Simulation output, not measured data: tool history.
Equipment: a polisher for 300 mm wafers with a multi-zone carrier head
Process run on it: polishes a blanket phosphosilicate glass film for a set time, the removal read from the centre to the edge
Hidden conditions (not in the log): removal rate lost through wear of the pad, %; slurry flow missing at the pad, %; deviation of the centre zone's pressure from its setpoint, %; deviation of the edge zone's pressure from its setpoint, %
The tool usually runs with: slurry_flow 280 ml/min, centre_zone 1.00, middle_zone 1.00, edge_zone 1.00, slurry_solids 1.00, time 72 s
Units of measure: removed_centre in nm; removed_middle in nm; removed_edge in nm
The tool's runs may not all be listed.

run,hour,slurry_flow,centre_zone,middle_zone,edge_zone,slurry_solids,time,wafers since the last listed run,wafers polished on this pad,hours since the slurry nozzle was cleaned,hours since the centre zone pressure was calibrated,hours since the edge zone pressure was calibrated,hours since the carrier head's membrane was replaced,"incoming thickness of the incoming film, nm",removed_centre,removed_middle,removed_edge
1,0.0,280,1.00,1.00,1.07,1.00,72,0,6635,386.8,4.1,1098.7,139.6,3761.6,674.0,696.6,711.5
# hour 74.4: worn pad replaced by a new one
2,107.7,280,1.00,0.94,1.00,1.20,72,1126,362,494.5,111.8,1206.4,247.3,3787.4,850.9,802.0,848.5
3,206.8,220,1.00,1.00,0.92,1.00,72,1076,1438,593.6,210.9,1305.5,346.4,3779.4,695.4,705.0,685.6
# hour 223.3: slurry nozzle cleaned
# hour 275.4: edge zone pressure recalibrated
4,282.6,280,1.00,0.89,1.05,1.00,72,790,2229,59.3,286.7,7.2,422.2,3829.4,746.9,697.7,779.7
5,363.1,280,1.00,1.00,1.00,1.00,53,874,3104,139.8,367.2,87.7,502.7,3746.0,553.8,556.3,544.2
6,405.9,185,1.00,0.88,1.11,1.00,58,465,3569,182.6,410.0,130.5,545.5,3708.6,549.1,500.2,592.1
7,477.0,280,1.00,1.00,1.00,1.00,72,772,4341,253.7,481.1,201.6,616.6,3761.2,736.7,722.0,729.3
8,573.4,280,1.00,1.00,1.00,1.00,93,1047,5389,350.1,577.5,298.0,713.0,3750.3,911.8,919.1,911.2
9,632.5,345,1.11,0.90,1.00,1.00,94,642,6031,409.2,636.6,357.1,772.1,3782.1,1003.4,859.2,938.8
10,738.8,280,1.00,1.00,0.93,1.00,72,1154,7186,515.5,742.9,463.4,878.4,3777.4,667.5,674.3,647.9
# hour 749.1: worn pad replaced by a new one
11,781.9,280,1.00,1.10,1.00,1.00,91,424,356,558.6,786.0,506.5,921.5,3762.8,956.7,1038.4,964.8
12,818.5,280,0.94,1.00,1.00,1.00,72,397,753,595.2,822.6,543.1,958.1,3787.9,692.8,748.2,766.6
# hour 844.2: carrier head's membrane replaced by a new one
13,886.8,280,1.00,1.00,1.00,1.00,72,687,1441,663.5,890.9,611.4,42.6,3747.6,717.5,723.8,716.8
# hour 950.2: centre zone pressure recalibrated
14,963.7,280,1.00,1.00,1.00,1.00,72,813,2255,740.4,13.5,688.3,119.5,3786.5,677.8,685.5,700.5
# hour 1030.1: slurry nozzle cleaned
15,1178.5,280,0.94,1.10,0.92,1.00,72,2322,4578,148.4,228.3,903.1,334.3,3769.0,672.2,794.4,684.9
16,1279.9,350,1.00,0.92,0.90,1.00,55,1101,5679,249.8,329.7,1004.5,435.7,3818.3,556.8,517.0,521.6
17,1363.4,250,0.89,1.00,1.00,1.00,72,907,6587,333.3,413.2,1088.0,519.2,3776.2,618.3,686.3,688.2
18,1445.6,215,1.00,1.06,1.00,1.00,97,893,7480,415.5,495.4,1170.2,601.4,3791.1,868.8,918.3,884.0
19,1547.7,280,0.93,1.00,1.00,1.30,72,1109,8589,517.6,597.5,1272.3,703.5,3792.3,702.0,758.4,751.1
# hour 1556.6: worn pad replaced by a new one
# hour 1688.1: edge zone pressure recalibrated
# hour 1704.3: carrier head's membrane replaced by a new one
# hour 1745.6: slurry nozzle cleaned
20,1829.2,310,1.06,1.05,1.00,1.00,86,2927,2874,83.6,879.0,141.1,124.9,3763.3,939.3,944.7,907.2
21,1865.5,280,1.00,1.00,1.00,1.15,72,394,3269,119.9,915.3,177.4,161.2,3832.2,799.5,809.8,806.1
22,1909.0,280,1.00,1.00,1.00,1.00,72,472,3741,163.4,958.8,220.9,204.7,3816.8,734.6,733.7,727.3

Describe how what the log doesn't record of the tool's condition differs between the last listed run preceding each entry between runs and the first listed run following it.
After run 1, before run 2: worn pad replaced by a new one (hour 74.4)
  removal rate lost through wear of the pad, %: 11 -> 0.76; slurry flow missing at the pad, %: 13.3 -> 20.8
  measured less the result without the state, removed_centre: -98.5 -> -36.2 nm; removed_middle: -100.3 -> -31.4 nm; removed_edge: -98.9 -> -26.4 nm
After run 3, before run 4: slurry nozzle cleaned (hour 223.3); edge zone pressure recalibrated (hour 275.4)
  removal rate lost through wear of the pad, %: 2.5 -> 3.84; slurry flow missing at the pad, %: 29.4 -> 0.442
  measured less the result without the state, removed_centre: -71.0 -> -30.3 nm; removed_middle: -66.0 -> -28.2 nm; removed_edge: -51.2 -> -31.4 nm
After run 10, before run 11: worn pad replaced by a new one (hour 749.1)
  removal rate lost through wear of the pad, %: 11.9 -> 0.691; slurry flow missing at the pad, %: 21.4 -> 25.1
  measured less the result without the state, removed_centre: -117.1 -> -49.6 nm; removed_middle: -115.5 -> -49.2 nm; removed_edge: -105.0 -> -35.7 nm
After run 12, before run 13: carrier head's membrane replaced by a new one (hour 844.2)
  removal rate lost through wear of the pad, %: 1.34 -> 2.54; slurry flow missing at the pad, %: 28.4 -> 35.3
  measured less the result without the state, removed_centre: -47.0 -> -74.2 nm; removed_middle: -46.6 -> -68.9 nm; removed_edge: -38.1 -> -55.2 nm
After run 13, before run 14: centre zone pressure recalibrated (hour 950.2)
  removal rate lost through wear of the pad, %: 2.54 -> 3.89; slurry flow missing at the pad, %: 35.3 -> 43.9
  measured less the result without the state, removed_centre: -74.2 -> -107.2 nm; removed_middle: -68.9 -> -99.5 nm; removed_edge: -55.2 -> -81.6 nm
After run 14, before run 15: slurry nozzle cleaned (hour 1030.1)
  removal rate lost through wear of the pad, %: 3.89 -> 7.67; slurry flow missing at the pad, %: 43.9 -> 3.63
  measured less the result without the state, removed_centre: -107.2 -> -59.4 nm; removed_middle: -99.5 -> -69.7 nm; removed_edge: -81.6 -> -59.3 nm
After run 19, before run 20: worn pad replaced by a new one (hour 1556.6); edge zone pressure recalibrated (hour 1688.1); carrier head's membrane replaced by a new one (hour 1704.3); slurry nozzle cleaned (hour 1745.6)
  removal rate lost through wear of the pad, %: 14.2 -> 5.11; slurry flow missing at the pad, %: 23.2 -> 2.63
  measured less the result without the state, removed_centre: -148.8 -> -53.5 nm; removed_middle: -157.2 -> -53.6 nm; removed_edge: -147.6 -> -50.9 nm
